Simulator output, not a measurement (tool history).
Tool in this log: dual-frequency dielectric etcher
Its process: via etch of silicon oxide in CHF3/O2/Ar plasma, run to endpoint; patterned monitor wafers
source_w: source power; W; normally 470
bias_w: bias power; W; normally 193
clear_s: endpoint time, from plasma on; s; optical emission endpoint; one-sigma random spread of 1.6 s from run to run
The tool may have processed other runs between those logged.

run	day	source_w	bias_w	incoming incoming film thickness, nm	clear_s
1	0	470	193	636.4	333.7
2	0.283	470	193	638.1	339.6
3	0.621	550	193	636.8	316.3
4	1.233	550	193	635.5	316.9
5	3.379	470	193	630.9	334.6
6	3.654	470	193	633.9	335.9
# day 5.029: wet clean of the chamber
7	5.05	470	193	642.2	334
8	5.067	520	193	650.6	329
9	5.104	520	193	632.1	316.8
10	5.583	470	193	641.2	332.8
11	5.917	470	193	640.1	335.1
12	6.633	470	193	637.3	330.8
13	7.225	470	193	637.8	335.5
# day 7.542: source power generator calibrated
14	7.738	470	193	640	334.2
15	8.158	470	176	645.9	348.6
16	8.825	470	193	646.1	335
17	9.354	470	150	635.2	364.4
18	9.667	470	178	637.4	343
# day 11.35: upper electrode replaced
19	11.371	470	193	637.4	336.1
20	11.392	510	193	642.8	330.2
# day 11.738: bias power generator calibrated
21	11.758	570	193	646.2	314.5
22	12.104	410	193	637.6	351.6
23	12.65	590	163	635.5	326.2
24	13.254	520	217	637.3	307.6

What will run 25 give?
25	14.104	590	215	632.8	?

clear_s: 293.6 s
With the hidden condition absent and the run-to-run variation left alone, this run would have shown clear_s 289.6 s.

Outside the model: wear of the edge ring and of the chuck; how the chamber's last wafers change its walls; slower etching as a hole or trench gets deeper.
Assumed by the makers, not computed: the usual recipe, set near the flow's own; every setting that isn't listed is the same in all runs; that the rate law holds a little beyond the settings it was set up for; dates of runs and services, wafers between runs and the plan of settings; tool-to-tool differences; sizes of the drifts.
